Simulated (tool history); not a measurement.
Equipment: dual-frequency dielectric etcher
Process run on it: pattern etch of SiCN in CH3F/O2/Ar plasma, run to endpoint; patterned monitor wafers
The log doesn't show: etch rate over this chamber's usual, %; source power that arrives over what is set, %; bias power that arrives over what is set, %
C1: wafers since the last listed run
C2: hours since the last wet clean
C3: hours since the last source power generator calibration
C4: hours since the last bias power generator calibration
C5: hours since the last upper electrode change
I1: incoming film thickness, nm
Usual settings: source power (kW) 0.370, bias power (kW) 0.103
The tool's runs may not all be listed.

{"run": 1, "hour": 0.0, "source power (kW)": 0.37, "bias power (kW)": 0.103, "C1": 0, "C2": 3.5, "C3": 2331.1, "C4": 4758.3, "C5": 4232.4, "I1": 11.51, "endpoint time (s)": 23.7}
{"run": 2, "hour": 53.2, "source power (kW)": 0.37, "bias power (kW)": 0.103, "C1": 512, "C2": 56.7, "C3": 2384.3, "C4": 4811.5, "C5": 4285.6, "I1": 11.67, "endpoint time (s)": 24.1}
{"run": 3, "hour": 92.2, "source power (kW)": 0.37, "bias power (kW)": 0.103, "C1": 375, "C2": 95.7, "C3": 2423.3, "C4": 4850.5, "C5": 4324.6, "I1": 11.58, "endpoint time (s)": 23.9}
{"run": 4, "hour": 118.1, "source power (kW)": 0.37, "bias power (kW)": 0.103, "C1": 249, "C2": 121.6, "C3": 2449.2, "C4": 4876.4, "C5": 4350.5, "I1": 11.57, "endpoint time (s)": 23.7}
{"run": 5, "hour": 155.7, "source power (kW)": 0.35, "bias power (kW)": 0.089, "C1": 362, "C2": 159.2, "C3": 2486.8, "C4": 4914.0, "C5": 4388.1, "I1": 11.58, "endpoint time (s)": 25.8}
{"run": 6, "hour": 216.8, "source power (kW)": 0.35, "bias power (kW)": 0.089, "C1": 588, "C2": 220.3, "C3": 2547.9, "C4": 4975.1, "C5": 4449.2, "I1": 11.61, "endpoint time (s)": 25.7}
{"run": 7, "hour": 247.1, "source power (kW)": 0.37, "bias power (kW)": 0.115, "C1": 292, "C2": 250.6, "C3": 2578.2, "C4": 5005.4, "C5": 4479.5, "I1": 11.55, "endpoint time (s)": 22.1}
{"run": 8, "hour": 288.3, "source power (kW)": 0.37, "bias power (kW)": 0.093, "C1": 397, "C2": 291.8, "C3": 2619.4, "C4": 5046.6, "C5": 4520.7, "I1": 11.44, "endpoint time (s)": 24.2}
{"run": 9, "hour": 350.3, "source power (kW)": 0.37, "bias power (kW)": 0.093, "C1": 597, "C2": 353.8, "C3": 2681.4, "C4": 5108.6, "C5": 4582.7, "I1": 11.4, "endpoint time (s)": 24.0}
{"hour": 389.0, "done": "wet clean of the chamber"}
{"run": 10, "hour": 391.4, "source power (kW)": 0.31, "bias power (kW)": 0.103, "C1": 164, "C2": 2.4, "C3": 2722.5, "C4": 5149.7, "C5": 4623.8, "I1": 11.48, "endpoint time (s)": 24.8}
{"hour": 419.0, "done": "bias power generator calibrated"}
{"run": 11, "hour": 454.5, "source power (kW)": 0.31, "bias power (kW)": 0.103, "C1": 569, "C2": 65.5, "C3": 2785.6, "C4": 35.5, "C5": 4686.9, "I1": 11.52, "endpoint time (s)": 24.9}
{"run": 12, "hour": 493.0, "source power (kW)": 0.31, "bias power (kW)": 0.103, "C1": 371, "C2": 104.0, "C3": 2824.1, "C4": 74.0, "C5": 4725.4, "I1": 11.51, "endpoint time (s)": 24.9}
{"run": 13, "hour": 527.3, "source power (kW)": 0.37, "bias power (kW)": 0.103, "C1": 330, "C2": 138.3, "C3": 2858.4, "C4": 108.3, "C5": 4759.7, "I1": 11.49, "endpoint time (s)": 23.5}
{"run": 14, "hour": 579.3, "source power (kW)": 0.32, "bias power (kW)": 0.083, "C1": 501, "C2": 190.3, "C3": 2910.4, "C4": 160.3, "C5": 4811.7, "I1": 11.59, "endpoint time (s)": 27.6}
{"hour": 604.4, "done": "upper electrode replaced"}
{"run": 15, "hour": 628.5, "source power (kW)": 0.45, "bias power (kW)": 0.121, "C1": 242, "C2": 239.5, "C3": 2959.6, "C4": 209.5, "C5": 24.1, "I1": 11.47, "endpoint time (s)": 20.3}
{"run": 16, "hour": 697.0, "source power (kW)": 0.33, "bias power (kW)": 0.091, "C1": 660, "C2": 308.0, "C3": 3028.1, "C4": 278.0, "C5": 92.6, "I1": 11.46, "endpoint time (s)": 25.4}
{"run": 17, "hour": 723.8, "source power (kW)": 0.37, "bias power (kW)": 0.115, "C1": 258, "C2": 334.8, "C3": 3054.9, "C4": 304.8, "C5": 119.4, "I1": 11.46, "endpoint time (s)": 21.7}
{"hour": 750.3, "done": "wet clean of the chamber"}
{"run": 18, "hour": 767.1, "source power (kW)": 0.41, "bias power (kW)": 0.126, "C1": 186, "C2": 16.8, "C3": 3098.2, "C4": 348.1, "C5": 162.7, "I1": 11.45, "endpoint time (s)": 20.8}
{"hour": 799.5, "done": "source power generator calibrated"}
{"run": 19, "hour": 835.8, "source power (kW)": 0.37, "bias power (kW)": 0.103, "C1": 623, "C2": 85.5, "C3": 36.3, "C4": 416.8, "C5": 231.4, "I1": 11.43, "endpoint time (s)": 23.4}
{"run": 20, "hour": 906.7, "source power (kW)": 0.42, "bias power (kW)": 0.081, "C1": 683, "C2": 156.4, "C3": 107.2, "C4": 487.7, "C5": 302.3, "I1": 11.42, "endpoint time (s)": 25.3}
{"run": 21, "hour": 962.5, "source power (kW)": 0.37, "bias power (kW)": 0.103, "C1": 537, "C2": 212.2, "C3": 163.0, "C4": 543.5, "C5": 358.1, "I1": 11.57, "endpoint time (s)": 23.5}
{"run": 22, "hour": 1001.3, "source power (kW)": 0.37, "bias power (kW)": 0.103, "C1": 374, "C2": 251.0, "C3": 201.8, "C4": 582.3, "C5": 396.9, "I1": 11.58, "endpoint time (s)": 23.4}
{"hour": 1060.4, "done": "wet clean of the chamber"}
{"run": 23, "hour": 1067.2, "source power (kW)": 0.37, "bias power (kW)": 0.088, "C1": 403, "C2": 6.8, "C3": 267.7, "C4": 648.2, "C5": 462.8, "I1": 11.56, "endpoint time (s)": 26.2}
{"run": 24, "hour": 1125.7, "source power (kW)": 0.3, "bias power (kW)": 0.103, "C1": 563, "C2": 65.3, "C3": 326.2, "C4": 706.7, "C5": 521.3, "I1": 11.52, "endpoint time (s)": 25.3}
{"run": 25, "hour": 1184.9, "source power (kW)": 0.34, "bias power (kW)": 0.126, "C1": 570, "C2": 124.5, "C3": 385.4, "C4": 765.9, "C5": 580.5, "I1": 11.49, "endpoint time (s)": 21.9}
{"run": 26, "hour": 1215.5, "source power (kW)": 0.34, "bias power (kW)": 0.094, "C1": 294, "C2": 155.1, "C3": 416.0, "C4": 796.5, "C5": 611.1, "I1": 11.43, "endpoint time (s)": 25.2}

Take each entry between the runs: how does the hidden state at the last listed run before it differ from the hidden state at the first listed run after it?
Between runs 9 and 10: wet clean of the chamber (hour 389.0)
  etch rate over this chamber's usual, %: 3.79 -> 0.229
  measured less the result without the state, endpoint time (s): -0.9 -> -0.1
Between runs 10 and 11: bias power generator calibrated (hour 419.0)
  etch rate over this chamber's usual, %: 0.229 -> 0.842
  measured less the result without the state, endpoint time (s): -0.1 -> -0.2
Between runs 14 and 15: upper electrode replaced (hour 604.4)
  etch rate over this chamber's usual, %: 2.05 -> 2.53
  measured less the result without the state, endpoint time (s): -0.5 -> -0.5
Between runs 17 and 18: wet clean of the chamber (hour 750.3)
  etch rate over this chamber's usual, %: 3.46 -> 0.62
  measured less the result without the state, endpoint time (s): -0.8 -> -0.2
Between runs 18 and 19: source power generator calibrated (hour 799.5)
  etch rate over this chamber's usual, %: 0.62 -> 1.29
  measured less the result without the state, endpoint time (s): -0.2 -> -0.3
Between runs 22 and 23: wet clean of the chamber (hour 1060.4)
  etch rate over this chamber's usual, %: 2.89 -> -0.43
  measured less the result without the state, endpoint time (s): -0.6 -> +0.1
